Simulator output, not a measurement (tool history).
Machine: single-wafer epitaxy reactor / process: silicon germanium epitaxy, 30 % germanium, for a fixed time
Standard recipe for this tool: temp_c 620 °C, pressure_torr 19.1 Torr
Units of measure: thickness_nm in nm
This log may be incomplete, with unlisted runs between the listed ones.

run	hour	temp_c	pressure_torr	wafers since the last listed run	hours since the last pyrometer calibration	hours since the last manometer calibration	hours since the showerhead was replaced	hours since the gauge calibration	read-back reference wafer on the same gauge, thickness_nm	thickness_nm
1	0	620	19.1	0	2113.1	2379.1	4038.1	547.6	83.549	85.902
2	50.1	620	19.1	557	2163.2	2429.2	4088.2	597.7	83.653	86.138
3	116.8	620	19.1	742	2229.9	2495.9	4154.9	664.4	83.606	86.025
4	144.9	626	19.1	312	2258	2524	4183	692.5	83.551	96.848
5	202.2	620	19.1	637	2315.3	2581.3	4240.3	749.8	83.602	85.891
# hour 256.1: gauge calibrated
6	260.1	614	18.1	644	2373.2	2639.2	4298.2	4	83.68	74.983
7	299.3	614	18.1	436	2412.4	2678.4	4337.4	43.2	83.609	74.746
# hour 338.2: pyrometer calibrated
8	346.9	614	18.1	440	8.7	2726	4385	90.8	83.619	78.528
# hour 368.3: showerhead replaced
# hour 374.1: capacitance manometer re-zeroed and calibrated
9	374.9	620	16	158	36.7	0.8	6.6	118.8	83.561	81.891
10	400.8	614	16.1	288	62.6	26.7	32.5	144.7	83.597	73.019
11	427.1	620	19.1	292	88.9	53	58.8	171	83.576	87.842
12	478	605	17.5	566	139.8	103.9	109.7	221.9	83.61	63.039
13	504.1	620	19.1	290	165.9	130	135.8	248	83.586	87.704
14	540.2	620	19.1	401	202	166.1	171.9	284.1	83.623	87.795
15	578.2	620	20.4	422	240	204.1	209.9	322.1	83.58	89.687
16	612	633	21.5	376	273.8	237.9	243.7	355.9	83.568	117.501
17	672.5	625	22.9	673	334.3	298.4	304.2	416.4	83.594	103.257
18	712.5	626	15.4	445	374.3	338.4	344.2	456.4	83.547	90.219

Hidden state at the last listed run before each entry between runs and at the first one after, where it differs:
Run 5 -> run 6: gauge calibrated (hour 256.1)
  wafer temperature above the value expected at the setpoint (K): -2.57 -> -2.64; true pressure above the setpoint (%): 6.5 -> 6.8
  measured result minus the result with no hidden state, thickness_nm: -2.252 -> -2.047 nm
Run 7 -> run 8: pyrometer calibrated (hour 338.2)
  wafer temperature above the value expected at the setpoint (K): -2.69 -> -0.318; true pressure above the setpoint (%): 7.01 -> 7.27
  measured result minus the result with no hidden state, thickness_nm: -2.055 -> +1.621 nm
Run 8 -> run 9: showerhead replaced (hour 368.3); capacitance manometer re-zeroed and calibrated (hour 374.1)
  wafer temperature above the value expected at the setpoint (K): -0.318 -> -0.352; true pressure above the setpoint (%): 7.27 -> 0.706
  measured result minus the result with no hidden state, thickness_nm: +1.621 -> -0.338 nm
